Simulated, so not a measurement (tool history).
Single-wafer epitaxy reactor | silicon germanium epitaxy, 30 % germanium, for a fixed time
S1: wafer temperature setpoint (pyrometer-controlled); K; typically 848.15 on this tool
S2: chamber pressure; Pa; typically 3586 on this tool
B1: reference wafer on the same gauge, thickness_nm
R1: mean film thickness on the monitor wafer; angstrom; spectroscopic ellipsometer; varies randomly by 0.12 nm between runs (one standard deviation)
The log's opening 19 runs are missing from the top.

run	hour	S1	S2	B1	R1
# hour 539.3: showerhead replaced
20	539.8	842.15	4400	39.599	431.86
21	551.9	858.15	3173	39.641	515.18
22	573.1	853.15	4306	39.681	532.54
# hour 602.4: capacitance manometer re-zeroed and calibrated
23	602.9	842.15	2880	39.709	367.50
24	627.0	858.15	2826	39.785	493.10
25	648.4	842.15	2973	39.745	371.92
26	669.4	836.15	3586	39.767	357.53
27	699.3	848.15	4000	39.852	472.32
28	720.6	843.15	3000	39.781	381.52
29	747.4	861.15	4066	39.867	604.67
30	781.1	848.15	4466	39.882	491.01
31	870.2	848.15	3586	39.934	448.92
32	885.9	857.15	3226	39.942	514.90
33	904.4	854.15	2693	39.962	452.40
34	939.7	848.15	3586	39.957	452.11

What will run 35 give?
35	962.1	863.15	2866	?	?

Run 35 yielded B1 39.967, R1 548.65 angstrom.
Had the tool carried no hidden state, the very same run would have given R1 538.03 angstrom.

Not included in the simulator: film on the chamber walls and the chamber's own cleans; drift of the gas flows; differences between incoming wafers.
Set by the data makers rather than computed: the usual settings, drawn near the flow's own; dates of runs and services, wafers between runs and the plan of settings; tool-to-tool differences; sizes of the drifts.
